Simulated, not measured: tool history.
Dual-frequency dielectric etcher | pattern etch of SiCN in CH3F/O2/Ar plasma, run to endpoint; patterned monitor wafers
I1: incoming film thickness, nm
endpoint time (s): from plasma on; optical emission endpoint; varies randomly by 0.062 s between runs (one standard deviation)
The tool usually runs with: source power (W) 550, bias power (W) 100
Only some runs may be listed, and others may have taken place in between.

Run 1, day 0: usual settings; I1 9.4. Result: endpoint time (s) 20.4.
Run 2, day 0.412: usual settings; I1 9.36. Result: endpoint time (s) 20.4.
Run 3, day 0.783: usual settings but source power (W) 590; I1 9.46. Result: endpoint time (s) 19.8.
Run 4, day 1.346: usual settings; I1 9.42. Result: endpoint time (s) 20.3.
Run 5, day 2.058: usual settings; I1 9.47. Result: endpoint time (s) 20.4.
Run 6, day 2.421: usual settings; I1 9.29. Result: endpoint time (s) 20.1.
Run 7, day 3.05: usual settings; I1 9.44. Result: endpoint time (s) 20.4.
Run 8, day 3.546: usual settings; I1 9.46. Result: endpoint time (s) 20.5.
Run 9, day 4.004: usual settings; I1 9.42. Result: endpoint time (s) 20.4.
Run 10, day 4.662: usual settings; I1 9.43. Result: endpoint time (s) 20.3.
Run 11, day 4.946: usual settings; I1 9.33. Result: endpoint time (s) 20.1.
At day 6.004: upper electrode replaced.
Run 12, day 6.025: usual settings; I1 9.48. Result: endpoint time (s) 20.3.
Run 13, day 6.075: usual settings; I1 9.43. Result: endpoint time (s) 20.2.
Run 14, day 6.329: usual settings but source power (W) 470, bias power (W) 117; I1 9.36. Result: endpoint time (s) 20.5.
At day 7.6: wet clean of the chamber.
Run 15, day 7.621: usual settings but source power (W) 440, bias power (W) 76; I1 9.34. Result: endpoint time (s) 27.
Run 16, day 7.633: usual settings; I1 9.39. Result: endpoint time (s) 20.6.
Run 17, day 8.142: usual settings but source power (W) 500, bias power (W) 83; I1 9.31. Result: endpoint time (s) 23.7.
Run 18, day 8.617: usual settings; I1 9.46. Result: endpoint time (s) 20.7.
Run 19, day 8.95: usual settings but source power (W) 450, bias power (W) 92; I1 9.38. Result: endpoint time (s) 24.3.
Run 20, day 9.571: usual settings but source power (W) 660; I1 9.43. Result: endpoint time (s) 18.7.
At day 9.858: bias power generator calibrated.
Run 21, day 9.933: usual settings but source power (W) 440, bias power (W) 86; I1 9.33. Result: endpoint time (s) 25.3.
Run 22, day 10.479: usual settings but source power (W) 670, bias power (W) 78; I1 9.44. Result: endpoint time (s) 20.6.
At day 11.146: source power generator calibrated.
Run 23, day 11.167: usual settings; I1 9.42. Result: endpoint time (s) 20.7.
Run 24, day 12.933: usual settings but bias power (W) 91; I1 9.42. Result: endpoint time (s) 21.4.
Run 25, day 13.375: usual settings but source power (W) 510, bias power (W) 81; I1 9.41. Result: endpoint time (s) 23.7.
Run 26, day 13.812: usual settings but source power (W) 610, bias power (W) 118; I1 9.38. Result: endpoint time (s) 17.9.

Predict the results of run 27:
Run 27, day 14.146: usual settings but source power (W) 500, bias power (W) 83; I1 9.36. Result: endpoint time (s) ?.

Run 27 gave endpoint time (s) 23.6.
Without the tool's hidden state the same run would have given endpoint time (s) 23.9.
